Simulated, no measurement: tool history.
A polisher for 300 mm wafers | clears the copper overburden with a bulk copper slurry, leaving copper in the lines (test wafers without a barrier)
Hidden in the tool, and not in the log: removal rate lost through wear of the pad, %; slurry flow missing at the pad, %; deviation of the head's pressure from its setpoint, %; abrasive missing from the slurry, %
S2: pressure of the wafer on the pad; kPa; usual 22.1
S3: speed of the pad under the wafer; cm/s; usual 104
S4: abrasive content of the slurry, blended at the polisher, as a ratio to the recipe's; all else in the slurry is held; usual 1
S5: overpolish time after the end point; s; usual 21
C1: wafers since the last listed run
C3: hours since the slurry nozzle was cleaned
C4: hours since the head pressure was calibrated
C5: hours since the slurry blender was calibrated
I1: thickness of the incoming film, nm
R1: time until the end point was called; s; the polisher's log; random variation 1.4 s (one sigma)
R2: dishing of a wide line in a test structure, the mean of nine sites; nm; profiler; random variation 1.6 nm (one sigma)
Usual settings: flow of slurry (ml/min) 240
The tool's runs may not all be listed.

Run 1, hour 0: usual settings; C1 0; wafers polished on this pad 204; C3 601.1; C4 521.1; C5 276.6; I1 1009.8. Result: R1 77.8 s, R2 129.6 nm.
Run 2, hour 16.1: usual settings; C1 84; wafers polished on this pad 288; C3 617.2; C4 537.2; C5 292.7; I1 1015.3. Result: R1 80.3 s, R2 130.6 nm.
Run 3, hour 23.3: usual settings; C1 37; wafers polished on this pad 326; C3 624.4; C4 544.4; C5 299.9; I1 1002.8. Result: R1 78.2 s, R2 130.1 nm.
Run 4, hour 40.8: usual settings; C1 91; wafers polished on this pad 418; C3 641.9; C4 561.9; C5 317.4; I1 998.8. Result: R1 79 s, R2 130.6 nm.
Run 5, hour 58.1: usual settings; C1 90; wafers polished on this pad 509; C3 659.2; C4 579.2; C5 334.7; I1 1007.6. Result: R1 78.4 s, R2 127.7 nm.
At hour 61.5: slurry nozzle cleaned.
Run 6, hour 66.4: usual settings; C1 38; wafers polished on this pad 547; C3 4.9; C4 587.5; C5 343; I1 986.6. Result: R1 79.2 s, R2 129 nm.
At hour 81.7: head pressure recalibrated.
Run 7, hour 82.4: usual settings but S3 96 cm/s; C1 73; wafers polished on this pad 620; C3 20.9; C4 0.7; C5 359; I1 986.3. Result: R1 86 s, R2 125.3 nm.
Run 8, hour 96.2: usual settings but S3 78 cm/s; C1 72; wafers polished on this pad 693; C3 34.7; C4 14.5; C5 372.8; I1 1014. Result: R1 100.4 s, R2 112.2 nm.
Run 9, hour 109.9: usual settings but S2 20 kPa, S3 74 cm/s, S5 16 s; C1 71; wafers polished on this pad 765; C3 48.4; C4 28.2; C5 386.5; I1 998. Result: R1 112.4 s, R2 88.3 nm.
At hour 124.3: worn pad replaced by a new one.
Run 10, hour 124.8: usual settings but flow of slurry (ml/min) 170, S3 128 cm/s; C1 57; wafers polished on this pad 2; C3 63.3; C4 43.1; C5 401.4; I1 1017.4. Result: R1 71.6 s, R2 137.8 nm.
At hour 137.4: slurry blender recalibrated.
Run 11, hour 137.9: usual settings; C1 58; wafers polished on this pad 61; C3 76.4; C4 56.2; C5 0.5; I1 1010. Result: R1 80.6 s, R2 130.4 nm.
Run 12, hour 148.9: usual settings but S2 15.9 kPa, S5 17 s; C1 57; wafers polished on this pad 118; C3 87.4; C4 67.2; C5 11.5; I1 1015.2. Result: R1 100.7 s, R2 96.5 nm.
Run 13, hour 162.6: usual settings but S3 76 cm/s, S4 0.9; C1 71; wafers polished on this pad 190; C3 101.1; C4 80.9; C5 25.2; I1 995.3. Result: R1 97.1 s, R2 114.5 nm.
Run 14, hour 173.6: usual settings but S2 25.5 kPa, S4 1.1, S5 14 s; C1 57; wafers polished on this pad 248; C3 112.1; C4 91.9; C5 36.2; I1 1015.9. Result: R1 69.9 s, R2 113.6 nm.

Hidden state or all else? Some run-to-run changes of R1, split into what the settings, what came in and random variation would give without the hidden state, and what is left for the hidden state (with any gauge scatter that isn't in both results):
Run 9 -> 10: flow of slurry (ml/min) 240 -> 170, S2 20 -> 22.1, S3 74 -> 128, S5 16 -> 21, worn pad replaced by a new one. R1 -40.8 s: hidden state -7.4, all else -33.4.

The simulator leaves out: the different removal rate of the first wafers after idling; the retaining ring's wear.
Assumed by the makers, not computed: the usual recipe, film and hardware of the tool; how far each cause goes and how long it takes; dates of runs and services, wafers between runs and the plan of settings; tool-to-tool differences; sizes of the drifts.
